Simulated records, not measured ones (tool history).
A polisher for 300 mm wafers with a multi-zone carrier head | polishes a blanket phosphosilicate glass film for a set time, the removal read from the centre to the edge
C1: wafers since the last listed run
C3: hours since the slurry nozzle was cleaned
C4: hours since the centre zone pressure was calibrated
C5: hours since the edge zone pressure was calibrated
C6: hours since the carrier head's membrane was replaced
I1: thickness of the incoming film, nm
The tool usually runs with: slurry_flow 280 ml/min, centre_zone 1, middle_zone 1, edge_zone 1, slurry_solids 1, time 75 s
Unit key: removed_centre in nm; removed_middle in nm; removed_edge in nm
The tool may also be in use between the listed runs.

Run 1, hour 0: usual settings but slurry_flow 205 ml/min, centre_zone 0.95; C1 0; wafers polished on this pad 198; C3 113.8; C4 998.6; C5 609.2; C6 1185.9; I1 4433.3. Result: removed_centre 659.3 nm, removed_middle 695 nm, removed_edge 690.5 nm.
Run 2, hour 15.3: usual settings but slurry_flow 205 ml/min, centre_zone 0.95; C1 205; wafers polished on this pad 403; C3 129.1; C4 1013.9; C5 624.5; C6 1201.2; I1 4376.4. Result: removed_centre 662.5 nm, removed_middle 691.5 nm, removed_edge 683.8 nm.
Run 3, hour 39.2: usual settings; C1 320; wafers polished on this pad 724; C3 153; C4 1037.8; C5 648.4; C6 1225.1; I1 4290.8. Result: removed_centre 712.4 nm, removed_middle 723 nm, removed_edge 711.1 nm.
Run 4, hour 60: usual settings; C1 278; wafers polished on this pad 1002; C3 173.8; C4 1058.6; C5 669.2; C6 1245.9; I1 4399. Result: removed_centre 713.7 nm, removed_middle 718.5 nm, removed_edge 712.6 nm.
At hour 80.5: worn pad replaced by a new one.
Run 5, hour 81: usual settings; C1 227; wafers polished on this pad 7; C3 194.8; C4 1079.6; C5 690.2; C6 1266.9; I1 4320.5. Result: removed_centre 709.8 nm, removed_middle 716.1 nm, removed_edge 709.9 nm.
Run 6, hour 104.9: usual settings; C1 320; wafers polished on this pad 327; C3 218.7; C4 1103.5; C5 714.1; C6 1290.8; I1 4345.4. Result: removed_centre 714.2 nm, removed_middle 725.6 nm, removed_edge 701.2 nm.
Run 7, hour 124.8: usual settings; C1 266; wafers polished on this pad 594; C3 238.6; C4 1123.4; C5 734; C6 1310.7; I1 4334.3. Result: removed_centre 718.9 nm, removed_middle 732.1 nm, removed_edge 705.8 nm.
At hour 133.1: carrier head's membrane replaced by a new one.
Run 8, hour 142.3: usual settings but centre_zone 0.91, edge_zone 1.06; C1 167; wafers polished on this pad 761; C3 256.1; C4 1140.9; C5 751.5; C6 9.2; I1 4436.4. Result: removed_centre 653.8 nm, removed_middle 714.3 nm, removed_edge 724 nm.
At hour 174.8: worn pad replaced by a new one.
Run 9, hour 175.3: usual settings but centre_zone 0.91, edge_zone 1.06; C1 388; wafers polished on this pad 6; C3 289.1; C4 1173.9; C5 784.5; C6 42.2; I1 4343.8. Result: removed_centre 651 nm, removed_middle 717.8 nm, removed_edge 728.5 nm.
At hour 197.4: edge zone pressure recalibrated.
Run 10, hour 206: usual settings; C1 384; wafers polished on this pad 391; C3 319.8; C4 1204.6; C5 8.6; C6 72.9; I1 4392.6. Result: removed_centre 710.4 nm, removed_middle 726.2 nm, removed_edge 699.4 nm.
Run 11, hour 223.3: usual settings but slurry_flow 185 ml/min; C1 231; wafers polished on this pad 623; C3 337.1; C4 1221.9; C5 25.9; C6 90.2; I1 4419. Result: removed_centre 681.6 nm, removed_middle 704.4 nm, removed_edge 675.4 nm.
At hour 244.7: slurry nozzle cleaned.
At hour 264.8: worn pad replaced by a new one.
At hour 297.7: centre zone pressure recalibrated.
Run 12, hour 307: usual settings but centre_zone 0.88, middle_zone 0.95, slurry_solids 0.85, time 88 s; C1 1027; wafers polished on this pad 539; C3 62.3; C4 9.3; C5 109.6; C6 173.9; I1 4407.6. Result: removed_centre 683.1 nm, removed_middle 762.9 nm, removed_edge 767.2 nm.
Run 13, hour 332.6: usual settings but slurry_solids 0.9, time 99 s; C1 343; wafers polished on this pad 882; C3 87.9; C4 34.9; C5 135.2; C6 199.5; I1 4331.7. Result: removed_centre 902.4 nm, removed_middle 908.1 nm, removed_edge 872.1 nm.
At hour 343.4: worn pad replaced by a new one.
Run 14, hour 366.6: usual settings but slurry_solids 0.9, time 99 s; C1 402; wafers polished on this pad 310; C3 121.9; C4 68.9; C5 169.2; C6 233.5; I1 4392.8. Result: removed_centre 906.1 nm, removed_middle 909.1 nm, removed_edge 891.6 nm.
Run 15, hour 387.2: usual settings but slurry_solids 0.9, time 99 s; C1 276; wafers polished on this pad 587; C3 142.5; C4 89.5; C5 189.8; C6 254.1; I1 4358.2. Result: removed_centre 902.9 nm, removed_middle 913 nm, removed_edge 905.1 nm.
Run 16, hour 405.2: usual settings but slurry_flow 345 ml/min, centre_zone 1.06, middle_zone 0.88, time 58 s; C1 241; wafers polished on this pad 828; C3 160.5; C4 107.5; C5 207.8; C6 272.1; I1 4392.2. Result: removed_centre 598.3 nm, removed_middle 521.8 nm, removed_edge 555.4 nm.
Run 17, hour 420.6: usual settings but slurry_solids 0.9; C1 206; wafers polished on this pad 1034; C3 175.9; C4 122.9; C5 223.2; C6 287.5; I1 4360.4. Result: removed_centre 687 nm, removed_middle 690.7 nm, removed_edge 666.2 nm.
At hour 434: worn pad replaced by a new one.
Run 18, hour 434.7: usual settings but centre_zone 0.97, middle_zone 0.97, slurry_solids 1.2; C1 135; wafers polished on this pad 9; C3 190; C4 137; C5 237.3; C6 301.6; I1 4318. Result: removed_centre 745 nm, removed_middle 763.1 nm, removed_edge 760.6 nm.

Exercise: give the hidden state of the tool at every run:
removal rate lost through wear of the pad, %: 0 across all the runs
slurry flow missing at the pad, %: 0 across all the runs
deviation of the centre zone's pressure from its setpoint, %: 0 across all the runs
deviation of the edge zone's pressure from its setpoint, %: 0 across all the runs

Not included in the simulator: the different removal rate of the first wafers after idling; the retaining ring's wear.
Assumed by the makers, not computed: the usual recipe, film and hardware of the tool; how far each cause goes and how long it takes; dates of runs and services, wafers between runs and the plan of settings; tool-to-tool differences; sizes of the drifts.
